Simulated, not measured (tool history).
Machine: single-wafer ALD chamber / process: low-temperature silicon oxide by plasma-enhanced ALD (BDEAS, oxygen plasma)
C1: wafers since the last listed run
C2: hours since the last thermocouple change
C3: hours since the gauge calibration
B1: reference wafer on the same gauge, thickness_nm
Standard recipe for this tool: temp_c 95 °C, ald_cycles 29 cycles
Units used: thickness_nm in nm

run 1 hour=0 | temp_c=105 ald_cycles=29 | C1=0 C2=1239 C3=872.4 | B1=5 | thickness_nm=4.489
run 2 hour=34.9 | temp_c=95 ald_cycles=31 | C1=290 C2=1273.9 C3=907.3 | B1=5 | thickness_nm=4.991
run 3 hour=57.1 | temp_c=95 ald_cycles=31 | C1=185 C2=1296.1 C3=929.5 | B1=5.003 | thickness_nm=4.981
run 4 hour=88.2 | temp_c=95 ald_cycles=31 | C1=259 C2=1327.2 C3=960.6 | B1=5.001 | thickness_nm=5.003
run 5 hour=113.4 | temp_c=95 ald_cycles=29 | C1=210 C2=1352.4 C3=985.8 | B1=5.003 | thickness_nm=4.679
run 6 hour=144 | temp_c=100 ald_cycles=27 | C1=255 C2=1383 C3=1016.4 | B1=5.002 | thickness_nm=4.253
run 7 hour=168.2 | temp_c=100 ald_cycles=27 | C1=201 C2=1407.2 C3=1040.6 | B1=5.002 | thickness_nm=4.254
run 8 hour=189.9 | temp_c=95 ald_cycles=29 | C1=180 C2=1428.9 C3=1062.3 | B1=5.002 | thickness_nm=4.67
run 9 hour=220.7 | temp_c=95 ald_cycles=29 | C1=256 C2=1459.7 C3=1093.1 | B1=4.998 | thickness_nm=4.659
run 10 hour=245.2 | temp_c=95 ald_cycles=27 | C1=204 C2=1484.2 C3=1117.6 | B1=4.996 | thickness_nm=4.335
run 11 hour=263.6 | temp_c=95 ald_cycles=27 | C1=153 C2=1502.6 C3=1136 | B1=4.999 | thickness_nm=4.344
run 12 hour=291.5 | temp_c=95 ald_cycles=27 | C1=232 C2=1530.5 C3=1163.9 | B1=4.994 | thickness_nm=4.355
run 13 hour=327.4 | temp_c=95 ald_cycles=29 | C1=299 C2=1566.4 C3=1199.8 | B1=4.999 | thickness_nm=4.672
run 14 hour=345 | temp_c=95 ald_cycles=29 | C1=146 C2=1584 C3=1217.4 | B1=5.003 | thickness_nm=4.689
run 15 hour=374.8 | temp_c=95 ald_cycles=29 | C1=248 C2=1613.8 C3=1247.2 | B1=5.001 | thickness_nm=4.675
run 16 hour=388.8 | temp_c=95 ald_cycles=29 | C1=116 C2=1627.8 C3=1261.2 | B1=5.002 | thickness_nm=4.7
run 17 hour=401.7 | temp_c=95 ald_cycles=29 | C1=107 C2=1640.7 C3=1274.1 | B1=4.999 | thickness_nm=4.682
run 18 hour=423.5 | temp_c=95 ald_cycles=32 | C1=181 C2=1662.5 C3=1295.9 | B1=5.001 | thickness_nm=5.182
run 19 hour=435.9 | temp_c=95 ald_cycles=32 | C1=103 C2=1674.9 C3=1308.3 | B1=4.997 | thickness_nm=5.2
run 20 hour=452.4 | temp_c=95 ald_cycles=32 | C1=137 C2=1691.4 C3=1324.8 | B1=5.002 | thickness_nm=5.172
run 21 hour=479.9 | temp_c=89 ald_cycles=25 | C1=229 C2=1718.9 C3=1352.3 | B1=5 | thickness_nm=4.137
run 22 hour=493.5 | temp_c=95 ald_cycles=29 | C1=113 C2=1732.5 C3=1365.9 | B1=5 | thickness_nm=4.694
run 23 hour=524.8 | temp_c=95 ald_cycles=29 | C1=260 C2=1763.8 C3=1397.2 | B1=5.001 | thickness_nm=4.696
run 24 hour=550.9 | temp_c=95 ald_cycles=35 | C1=217 C2=1789.9 C3=1423.3 | B1=5.001 | thickness_nm=5.647
run 25 hour=574.5 | temp_c=95 ald_cycles=29 | C1=196 C2=1813.5 C3=1446.9 | B1=5.005 | thickness_nm=4.73
run 26 hour=606.3 | temp_c=95 ald_cycles=25 | C1=265 C2=1845.3 C3=1478.7 | B1=4.996 | thickness_nm=4.043
run 27 hour=639.8 | temp_c=106 ald_cycles=23 | C1=279 C2=1878.8 C3=1512.2 | B1=4.995 | thickness_nm=3.58
run 28 hour=653.9 | temp_c=110 ald_cycles=33 | C1=117 C2=1892.9 C3=1526.3 | B1=4.999 | thickness_nm=5.091
-- hour=678.2 gauge calibrated
run 29 hour=686.1 | temp_c=83 ald_cycles=31 | C1=268 C2=1925.1 C3=7.9 | B1=4.998 | thickness_nm=5.285
run 30 hour=721.2 | temp_c=95 ald_cycles=29 | C1=292 C2=1960.2 C3=43 | B1=4.997 | thickness_nm=4.709
run 31 hour=733.3 | temp_c=90 ald_cycles=25 | C1=100 C2=1972.3 C3=55.1 | B1=4.996 | thickness_nm=4.119
run 32 hour=746.9 | temp_c=104 ald_cycles=35 | C1=113 C2=1985.9 C3=68.7 | B1=5 | thickness_nm=5.502
run 33 hour=772.6 | temp_c=104 ald_cycles=25 | C1=214 C2=2011.6 C3=94.4 | B1=4.996 | thickness_nm=3.923
run 34 hour=808.5 | temp_c=95 ald_cycles=29 | C1=299 C2=2047.5 C3=130.3 | B1=5.002 | thickness_nm=4.695
run 35 hour=841.1 | temp_c=108 ald_cycles=24 | C1=271 C2=2080.1 C3=162.9 | B1=4.998 | thickness_nm=3.738
run 36 hour=860 | temp_c=86 ald_cycles=31 | C1=157 C2=2099 C3=181.8 | B1=5.002 | thickness_nm=5.247
-- hour=876.7 thermocouple changed; heater temperature recalibrated
run 37 hour=896 | temp_c=90 ald_cycles=31 | C1=233 C2=19.3 C3=217.8 | B1=4.997 | thickness_nm=5.025
run 38 hour=917.1 | temp_c=95 ald_cycles=29 | C1=175 C2=40.4 C3=238.9 | B1=5.006 | thickness_nm=4.63
run 39 hour=938.7 | temp_c=82 ald_cycles=23 | C1=180 C2=62 C3=260.5 | B1=5 | thickness_nm=3.862
run 40 hour=954.8 | temp_c=95 ald_cycles=26 | C1=134 C2=78.1 C3=276.6 | B1=4.999 | thickness_nm=4.14
run 41 hour=1038.7 | temp_c=99 ald_cycles=29 | C1=699 C2=162 C3=360.5 | B1=4.999 | thickness_nm=4.524
run 42 hour=1062.5 | temp_c=95 ald_cycles=34 | C1=198 C2=185.8 C3=384.3 | B1=5.002 | thickness_nm=5.415
run 43 hour=1076.6 | temp_c=81 ald_cycles=33 | C1=117 C2=199.9 C3=398.4 | B1=4.997 | thickness_nm=5.553
run 44 hour=1111.6 | temp_c=95 ald_cycles=29 | C1=291 C2=234.9 C3=433.4 | B1=4.997 | thickness_nm=4.618
run 45 hour=1141.7 | temp_c=95 ald_cycles=24 | C1=250 C2=265 C3=463.5 | B1=5.002 | thickness_nm=3.842
run 46 hour=1163.9 | temp_c=100 ald_cycles=29 | C1=185 C2=287.2 C3=485.7 | B1=5.002 | thickness_nm=4.537
run 47 hour=1199.1 | temp_c=101 ald_cycles=29 | C1=293 C2=322.4 C3=520.9 | B1=5.003 | thickness_nm=4.518
run 48 hour=1226.4 | temp_c=99 ald_cycles=32 | C1=227 C2=349.7 C3=548.2 | B1=4.997 | thickness_nm=5.025

For each entry between runs, how does the tool's hidden state at the last listed run before it compare with that at the first listed run after it?
Runs 28 to 29: gauge calibrated (hour 678.2)
  wafer temperature above the value expected at the setpoint (K): -4.69 -> -4.85
  measured minus no-state result, thickness_nm: +0.05 -> +0.097 nm
Runs 36 to 37: thermocouple changed; heater temperature recalibrated (hour 876.7)
  wafer temperature above the value expected at the setpoint (K): -5.76 -> -0.191
  measured minus no-state result, thickness_nm: +0.115 -> +0.004 nm
